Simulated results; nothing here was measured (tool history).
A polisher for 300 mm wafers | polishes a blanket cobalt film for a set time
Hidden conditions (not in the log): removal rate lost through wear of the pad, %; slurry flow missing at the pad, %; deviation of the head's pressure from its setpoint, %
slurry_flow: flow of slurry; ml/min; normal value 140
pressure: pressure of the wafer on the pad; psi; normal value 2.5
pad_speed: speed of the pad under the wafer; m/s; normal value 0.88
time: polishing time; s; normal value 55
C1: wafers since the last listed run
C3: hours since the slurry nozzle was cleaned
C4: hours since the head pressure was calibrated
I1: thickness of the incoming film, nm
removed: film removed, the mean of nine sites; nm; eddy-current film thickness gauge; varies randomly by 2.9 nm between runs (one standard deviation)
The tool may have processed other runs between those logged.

{"run": 1, "hour": 0.0, "slurry_flow": 140, "pressure": 2.5, "pad_speed": 0.88, "time": 55, "C1": 0, "wafers polished on this pad": 1736, "C3": 167, "C4": 592.7, "I1": 1429.7, "removed": 282.6}
{"run": 2, "hour": 26.4, "slurry_flow": 140, "pressure": 2.5, "pad_speed": 0.88, "time": 55, "C1": 313, "wafers polished on this pad": 2049, "C3": 193.4, "C4": 619.1, "I1": 1394, "removed": 284.9}
{"run": 3, "hour": 52.0, "slurry_flow": 140, "pressure": 2.5, "pad_speed": 0.88, "time": 55, "C1": 303, "wafers polished on this pad": 2353, "C3": 219, "C4": 644.7, "I1": 1387.9, "removed": 283.6}
{"hour": 72.0, "done": "worn pad replaced by a new one"}
{"run": 4, "hour": 73.5, "slurry_flow": 140, "pressure": 2.5, "pad_speed": 0.88, "time": 55, "C1": 207, "wafers polished on this pad": 18, "C3": 240.5, "C4": 666.2, "I1": 1397.4, "removed": 277.6}
{"run": 5, "hour": 87.3, "slurry_flow": 140, "pressure": 2.5, "pad_speed": 0.88, "time": 55, "C1": 163, "wafers polished on this pad": 181, "C3": 254.3, "C4": 680, "I1": 1389.4, "removed": 282.4}
{"run": 6, "hour": 105.6, "slurry_flow": 140, "pressure": 2.5, "pad_speed": 0.88, "time": 55, "C1": 217, "wafers polished on this pad": 399, "C3": 272.6, "C4": 698.3, "I1": 1375.5, "removed": 284.6}
{"run": 7, "hour": 120.6, "slurry_flow": 140, "pressure": 2.5, "pad_speed": 0.88, "time": 55, "C1": 178, "wafers polished on this pad": 577, "C3": 287.6, "C4": 713.3, "I1": 1423.7, "removed": 283.2}
{"run": 8, "hour": 143.1, "slurry_flow": 140, "pressure": 2.5, "pad_speed": 0.88, "time": 55, "C1": 267, "wafers polished on this pad": 844, "C3": 310.1, "C4": 735.8, "I1": 1407.4, "removed": 280.2}
{"run": 9, "hour": 179.1, "slurry_flow": 140, "pressure": 2.5, "pad_speed": 0.88, "time": 55, "C1": 427, "wafers polished on this pad": 1272, "C3": 346.1, "C4": 771.8, "I1": 1376.3, "removed": 285.5}
{"run": 10, "hour": 201.0, "slurry_flow": 140, "pressure": 2.5, "pad_speed": 0.88, "time": 55, "C1": 260, "wafers polished on this pad": 1532, "C3": 368, "C4": 793.7, "I1": 1383, "removed": 278.8}
{"run": 11, "hour": 234.3, "slurry_flow": 110, "pressure": 2.5, "pad_speed": 0.66, "time": 55, "C1": 395, "wafers polished on this pad": 1927, "C3": 401.3, "C4": 827, "I1": 1389.6, "removed": 199.4}
{"run": 12, "hour": 259.4, "slurry_flow": 110, "pressure": 2.5, "pad_speed": 0.66, "time": 55, "C1": 298, "wafers polished on this pad": 2225, "C3": 426.4, "C4": 852.1, "I1": 1405.6, "removed": 200.6}
{"run": 13, "hour": 274.8, "slurry_flow": 110, "pressure": 2.5, "pad_speed": 0.66, "time": 55, "C1": 182, "wafers polished on this pad": 2408, "C3": 441.8, "C4": 867.5, "I1": 1405.6, "removed": 199.1}
{"hour": 284.5, "done": "worn pad replaced by a new one"}
{"run": 14, "hour": 309.1, "slurry_flow": 140, "pressure": 2.5, "pad_speed": 0.88, "time": 55, "C1": 359, "wafers polished on this pad": 291, "C3": 476.1, "C4": 901.8, "I1": 1428.4, "removed": 282.3}
{"run": 15, "hour": 336.8, "slurry_flow": 100, "pressure": 2.5, "pad_speed": 0.88, "time": 55, "C1": 328, "wafers polished on this pad": 620, "C3": 503.8, "C4": 929.5, "I1": 1427.8, "removed": 253.3}
{"run": 16, "hour": 362.2, "slurry_flow": 140, "pressure": 2, "pad_speed": 0.88, "time": 55, "C1": 301, "wafers polished on this pad": 922, "C3": 529.2, "C4": 954.9, "I1": 1396.6, "removed": 243.2}
{"run": 17, "hour": 449.3, "slurry_flow": 185, "pressure": 2.5, "pad_speed": 0.88, "time": 55, "C1": 1034, "wafers polished on this pad": 1956, "C3": 616.3, "C4": 1042, "I1": 1402.3, "removed": 289.3}
{"run": 18, "hour": 479.9, "slurry_flow": 140, "pressure": 2.5, "pad_speed": 1.16, "time": 55, "C1": 363, "wafers polished on this pad": 2319, "C3": 646.9, "C4": 1072.6, "I1": 1405.7, "removed": 359.2}
{"run": 19, "hour": 502.0, "slurry_flow": 140, "pressure": 2.5, "pad_speed": 0.88, "time": 55, "C1": 262, "wafers polished on this pad": 2582, "C3": 669, "C4": 1094.7, "I1": 1387.8, "removed": 272.8}
{"hour": 521.6, "done": "worn pad replaced by a new one"}
{"run": 20, "hour": 529.4, "slurry_flow": 140, "pressure": 2.5, "pad_speed": 0.88, "time": 55, "C1": 277, "wafers polished on this pad": 92, "C3": 696.4, "C4": 1122.1, "I1": 1405.1, "removed": 270.7}
{"run": 21, "hour": 557.8, "slurry_flow": 140, "pressure": 3.2, "pad_speed": 0.88, "time": 55, "C1": 337, "wafers polished on this pad": 429, "C3": 724.8, "C4": 1150.5, "I1": 1424, "removed": 312.8}
{"hour": 578.2, "done": "slurry nozzle cleaned"}
{"run": 22, "hour": 593.5, "slurry_flow": 165, "pressure": 2.5, "pad_speed": 1.12, "time": 55, "C1": 412, "wafers polished on this pad": 841, "C3": 15.3, "C4": 1186.2, "I1": 1403.7, "removed": 331.7}
{"run": 23, "hour": 606.3, "slurry_flow": 140, "pressure": 2.5, "pad_speed": 0.88, "time": 55, "C1": 151, "wafers polished on this pad": 993, "C3": 28.1, "C4": 1199, "I1": 1406, "removed": 251.6}
{"hour": 631.7, "done": "head pressure recalibrated"}
{"run": 24, "hour": 660.4, "slurry_flow": 140, "pressure": 2.5, "pad_speed": 0.88, "time": 55, "C1": 618, "wafers polished on this pad": 1612, "C3": 82.2, "C4": 28.7, "I1": 1410.9, "removed": 247.4}
{"run": 25, "hour": 682.5, "slurry_flow": 140, "pressure": 3.1, "pad_speed": 1.08, "time": 55, "C1": 262, "wafers polished on this pad": 1874, "C3": 104.3, "C4": 50.8, "I1": 1404.2, "removed": 356.2}
{"run": 26, "hour": 710.9, "slurry_flow": 140, "pressure": 2.5, "pad_speed": 0.88, "time": 55, "C1": 337, "wafers polished on this pad": 2212, "C3": 132.7, "C4": 79.2, "I1": 1418.1, "removed": 248}
{"run": 27, "hour": 738.1, "slurry_flow": 140, "pressure": 2.5, "pad_speed": 0.88, "time": 55, "C1": 322, "wafers polished on this pad": 2535, "C3": 159.9, "C4": 106.4, "I1": 1403.1, "removed": 246.8}
{"run": 28, "hour": 759.3, "slurry_flow": 115, "pressure": 2.3, "pad_speed": 0.88, "time": 73, "C1": 251, "wafers polished on this pad": 2786, "C3": 181.1, "C4": 127.6, "I1": 1403.8, "removed": 295.7}
{"hour": 797.1, "done": "worn pad replaced by a new one"}
{"run": 29, "hour": 797.6, "slurry_flow": 140, "pressure": 2.2, "pad_speed": 0.88, "time": 39, "C1": 407, "wafers polished on this pad": 5, "C3": 219.4, "C4": 165.9, "I1": 1422.6, "removed": 163.5}
{"hour": 823.1, "done": "slurry nozzle cleaned, repeated, since the last time left the tool worse"}
{"run": 30, "hour": 861.7, "slurry_flow": 165, "pressure": 2, "pad_speed": 0.64, "time": 50, "C1": 749, "wafers polished on this pad": 755, "C3": 38.6, "C4": 230, "I1": 1399.2, "removed": 169.2}
{"run": 31, "hour": 891.7, "slurry_flow": 125, "pressure": 2.5, "pad_speed": 0.88, "time": 44, "C1": 356, "wafers polished on this pad": 1111, "C3": 68.6, "C4": 260, "I1": 1405, "removed": 222.1}
{"run": 32, "hour": 922.3, "slurry_flow": 140, "pressure": 2.9, "pad_speed": 1, "time": 55, "C1": 363, "wafers polished on this pad": 1474, "C3": 99.2, "C4": 290.6, "I1": 1385, "removed": 354.1}
{"run": 33, "hour": 944.9, "slurry_flow": 140, "pressure": 2.5, "pad_speed": 0.88, "time": 55, "C1": 268, "wafers polished on this pad": 1743, "C3": 121.8, "C4": 313.2, "I1": 1395.6, "removed": 278.4}
{"run": 34, "hour": 967.5, "slurry_flow": 140, "pressure": 2.5, "pad_speed": 0.88, "time": 55, "C1": 268, "wafers polished on this pad": 2011, "C3": 144.4, "C4": 335.8, "I1": 1418.4, "removed": 285.5}

Predict the results of run 35:
{"run": 35, "hour": 985.6, "slurry_flow": 100, "pressure": 2.5, "pad_speed": 0.6, "time": 61, "C1": 214, "wafers polished on this pad": 2226, "C3": 162.5, "C4": 353.9, "I1": 1418.8, "removed": "?"}

removed: 204.2 nm
Were there no unlogged condition in the tool, this run, its random variation unchanged, would have produced removed 205.5 nm.

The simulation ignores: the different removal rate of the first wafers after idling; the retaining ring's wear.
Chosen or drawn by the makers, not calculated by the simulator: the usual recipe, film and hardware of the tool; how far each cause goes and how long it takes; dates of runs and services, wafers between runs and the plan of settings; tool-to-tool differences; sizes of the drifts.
